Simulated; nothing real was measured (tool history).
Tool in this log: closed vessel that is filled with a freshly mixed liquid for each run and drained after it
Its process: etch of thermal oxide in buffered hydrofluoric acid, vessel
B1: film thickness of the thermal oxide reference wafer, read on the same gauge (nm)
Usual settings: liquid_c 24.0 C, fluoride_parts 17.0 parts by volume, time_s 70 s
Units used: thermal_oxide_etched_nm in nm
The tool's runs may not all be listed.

Run 1, hour 0.0: usual settings but fluoride_parts 21.5 parts by volume; B1 60.02. Result: thermal_oxide_etched_nm 49.28 nm.
Run 2, hour 22.7: usual settings; B1 59.97. Result: thermal_oxide_etched_nm 59.99 nm.
Run 3, hour 48.2: usual settings; B1 59.98. Result: thermal_oxide_etched_nm 60.10 nm.
Run 4, hour 71.5: usual settings; B1 59.95. Result: thermal_oxide_etched_nm 59.45 nm.
Run 5, hour 91.3: usual settings; B1 59.99. Result: thermal_oxide_etched_nm 60.03 nm.
Run 6, hour 125.7: usual settings; B1 60.04. Result: thermal_oxide_etched_nm 59.76 nm.
Run 7, hour 137.8: usual settings; B1 60.00. Result: thermal_oxide_etched_nm 59.22 nm.
Run 8, hour 153.4: usual settings; B1 60.05. Result: thermal_oxide_etched_nm 59.52 nm.
Run 9, hour 184.1: usual settings but time_s 95 s; B1 59.98. Result: thermal_oxide_etched_nm 81.10 nm.
Run 10, hour 203.2: usual settings but time_s 95 s; B1 59.99. Result: thermal_oxide_etched_nm 81.24 nm.
Run 11, hour 233.5: usual settings but liquid_c 22.0 C, fluoride_parts 14.0 parts by volume; B1 59.98. Result: thermal_oxide_etched_nm 65.02 nm.
Run 12, hour 250.8: usual settings but time_s 100 s; B1 59.98. Result: thermal_oxide_etched_nm 84.79 nm.
At hour 258.9: thermometer replaced.
At hour 298.2: gauge calibrated.
Run 13, hour 300.6: usual settings but fluoride_parts 20.5 parts by volume; B1 59.96. Result: thermal_oxide_etched_nm 43.77 nm.
Run 14, hour 333.2: usual settings but liquid_c 26.5 C, fluoride_parts 14.5 parts by volume; B1 59.98. Result: thermal_oxide_etched_nm 68.59 nm.
Run 15, hour 356.1: usual settings; B1 60.00. Result: thermal_oxide_etched_nm 51.11 nm.
Run 16, hour 370.0: usual settings; B1 59.99. Result: thermal_oxide_etched_nm 51.19 nm.
Run 17, hour 401.9: usual settings but liquid_c 21.5 C, fluoride_parts 10.5 parts by volume, time_s 60 s; B1 60.03. Result: thermal_oxide_etched_nm 61.99 nm.
Run 18, hour 430.1: usual settings but fluoride_parts 12.5 parts by volume; B1 59.97. Result: thermal_oxide_etched_nm 68.98 nm.
At hour 451.6: hydrofluoric acid flow meter replaced.
Run 19, hour 463.1: usual settings but fluoride_parts 22.0 parts by volume, time_s 40 s; B1 60.02. Result: thermal_oxide_etched_nm 25.25 nm.
Run 20, hour 494.9: usual settings but liquid_c 29.0 C, fluoride_parts 20.5 parts by volume, time_s 105 s; B1 59.96. Result: thermal_oxide_etched_nm 90.19 nm.
Run 21, hour 509.5: usual settings but fluoride_parts 19.5 parts by volume; B1 60.01. Result: thermal_oxide_etched_nm 47.93 nm.
Run 22, hour 545.7: usual settings but liquid_c 27.5 C, fluoride_parts 22.5 parts by volume, time_s 50 s; B1 60.02. Result: thermal_oxide_etched_nm 37.42 nm.
Run 23, hour 572.0: usual settings but liquid_c 20.5 C, fluoride_parts 20.5 parts by volume, time_s 35 s; B1 60.02. Result: thermal_oxide_etched_nm 19.14 nm.
Run 24, hour 600.1: usual settings but liquid_c 28.5 C, time_s 85 s; B1 60.01. Result: thermal_oxide_etched_nm 84.68 nm.
Run 25, hour 626.9: usual settings but time_s 105 s; B1 60.02. Result: thermal_oxide_etched_nm 82.62 nm.
Run 26, hour 641.9: usual settings but liquid_c 21.0 C; B1 59.99. Result: thermal_oxide_etched_nm 46.21 nm.

The tool's hidden state at each run:
gauge reads high (%): 0, the same for each run
H1: liquid hotter than its thermometer reads (K)
H2: hydrofluoric acid flow below the setpoint (%)
run      H1     H2
  1    2.59   5.58
  2    2.61   5.69
  3    2.64   5.83
  4    2.66   5.95
  5    2.69   6.05
  6    2.72   6.23
  7    2.73   6.29
  8    2.75   6.38
  9    2.78   6.54
 10     2.8   6.63
 11    2.83   6.79
 12    2.85   6.88
 13  0.0441   7.14
 14  0.0782   7.31
 15   0.102   7.43
 16   0.117    7.5
 17    0.15   7.67
 18    0.18   7.82
 19   0.214  0.956
 20   0.247   1.12
 21   0.263    1.2
 22     0.3   1.39
 23   0.328   1.52
 24   0.357   1.67
 25   0.385   1.81
 26   0.401   1.89
